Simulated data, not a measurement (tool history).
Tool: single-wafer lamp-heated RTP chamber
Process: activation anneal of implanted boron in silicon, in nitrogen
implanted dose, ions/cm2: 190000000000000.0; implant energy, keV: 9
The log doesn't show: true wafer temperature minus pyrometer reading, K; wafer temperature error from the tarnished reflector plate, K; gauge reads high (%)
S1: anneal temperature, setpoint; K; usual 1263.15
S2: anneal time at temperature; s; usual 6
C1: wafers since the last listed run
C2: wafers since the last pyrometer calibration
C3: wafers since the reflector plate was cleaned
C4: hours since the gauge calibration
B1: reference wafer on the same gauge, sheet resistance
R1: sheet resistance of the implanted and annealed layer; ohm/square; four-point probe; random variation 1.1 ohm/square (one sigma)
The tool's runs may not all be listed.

run    hour       S1  S2    C1    C2     C3      C4      B1      R1
  1     0.0  1263.15   4     0  2990   2867  1250.6  480.51  552.49
  2    96.5  1263.15   4  1092  4082   3959  1347.1  479.78  550.89
      131.3  -- pyrometer window cleaned and pyrometer calibrated
  3   164.6  1263.15   4   680   376   4640  1415.2  479.77  551.10
  4   236.3  1263.15   6   811  1188   5451  1486.9  480.28  549.01
  5   320.2  1263.15   6   949  2137   6401  1570.8  480.14  547.74
  6   390.6  1263.15   6   796  2934   7198  1641.2  479.31  548.78
  7   441.5  1263.15   6   576  3510   7774  1692.1  480.06  548.20
      518.8  -- pyrometer window cleaned and pyrometer calibrated
  8   535.7  1263.15   6   975   190   8750  1786.3  480.11  548.03
  9   591.1  1263.15   6   627   817   9377  1841.7  480.10  549.48
 10   680.1  1263.15   6  1007  1825  10384  1930.7  479.89  548.00
      715.5  -- gauge calibrated
      816.6  -- reflector plate cleaned
 11   839.8  1263.15   6  1717  3542    262   124.3  480.36  552.25
      893.0  -- pyrometer window cleaned and pyrometer calibrated
 12  1119.4  1251.15   8  3074  2562   3336   403.9  480.01  554.55
 13  1172.3  1263.15   6   598  3161   3935   456.8  480.12  549.26
 14  1270.9  1263.15   6  1116  4277   5051   555.4  480.01  546.12
 15  1323.4  1273.15   6   594  4871   5645   607.9  480.10  544.35
     1331.6  -- pyrometer window cleaned and pyrometer calibrated
 16  1392.0  1263.15   6   685   683   6331   676.5  480.23  549.90
 17  1473.8  1263.15   6   925  1609   7257   758.3  480.10  549.31
     1692.5  -- reflector plate cleaned
 18  1708.7  1263.15   7  2568  4177    183   993.2  479.74  550.61
     1724.9  -- pyrometer window cleaned and pyrometer calibrated
 19  1750.2  1289.15   4   379   286    562  1034.7  479.82  544.57
 20  1811.4  1241.15   6   692   979   1255  1095.9  479.64  568.33
 21  1856.0  1290.15   8   504  1483   1759  1140.5  480.58  541.52
 22  1904.3  1243.15   7   546  2030   2306  1188.8  480.07  561.71
 23  2004.0  1263.15   6  1128  3159   3435  1288.5  480.19  550.33

Forecast each of these 3 alternatives for the next run:
  A  2004.4  1263.15   6   4  3163  3439  1288.9   ?   ?
  B  2004.4  1278.15   9   4  3163  3439  1288.9   ?   ?
  C  2004.4  1291.15   6   4  3163  3439  1288.9   ?   ?

run      B1      R1
  A  479.74  548.45
  B  479.74  541.89
  C  479.74  541.00
Without the tool's hidden state the same runs would have given:
run      R1
  A  551.70
  B  543.52
  C  542.03
